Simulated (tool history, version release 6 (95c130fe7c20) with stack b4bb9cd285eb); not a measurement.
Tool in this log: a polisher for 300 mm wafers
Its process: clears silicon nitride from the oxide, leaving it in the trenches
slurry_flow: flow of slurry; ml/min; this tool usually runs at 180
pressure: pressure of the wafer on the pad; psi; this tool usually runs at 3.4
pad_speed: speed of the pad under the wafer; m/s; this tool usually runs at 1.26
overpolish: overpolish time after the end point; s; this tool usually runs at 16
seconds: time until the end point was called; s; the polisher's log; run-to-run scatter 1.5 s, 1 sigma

run	hour	slurry_flow	pressure	pad_speed	overpolish	incoming thickness of the incoming film, nm	seconds
1	0	180	4	1.26	16	147.9	91.3
# hour 15.6: worn pad replaced by a new one
2	106	180	4	1.26	16	149.2	92.9
3	201.3	220	3.4	1.26	16	152.2	106.6
# hour 213.5: head pressure recalibrated
4	305	230	3.4	1.26	16	153.3	111
# hour 349.6: slurry nozzle cleaned
5	359.6	230	3.4	1.26	16	151	99.2
6	438.1	230	3.4	1.26	16	149.6	100.2
# hour 470.8: worn pad replaced by a new one
7	502.7	180	3.4	1.4	11	152	104.5
8	693.4	180	3.4	1.4	11	152.3	105.6
# hour 719.5: head pressure recalibrated
# hour 729.1: slurry nozzle cleaned
9	737.5	180	3.4	1.26	16	148.2	104.3
10	843.5	180	3.4	1.26	16	150.8	105.3
# hour 849.8: worn pad replaced by a new one
11	896	180	3.4	1.26	16	152.9	112.4
12	968.8	180	3.4	1.26	16	150.6	111.9
13	1056.1	180	3.4	1.26	16	149.3	113.2
14	1115.1	180	3.4	1.26	16	150.7	116.8
# hour 1184.4: slurry nozzle cleaned
# hour 1193.7: worn pad replaced by a new one
15	1206.3	210	2.9	1.26	22	147.7	114.3

Predict the results of run 16:
16	1250.3	180	3.4	1.26	16	151.8	?

Run 16 produced seconds 107.1 s.
On a tool with no hidden condition, and with the same random variation, this run would have come out at seconds 102.7 s.
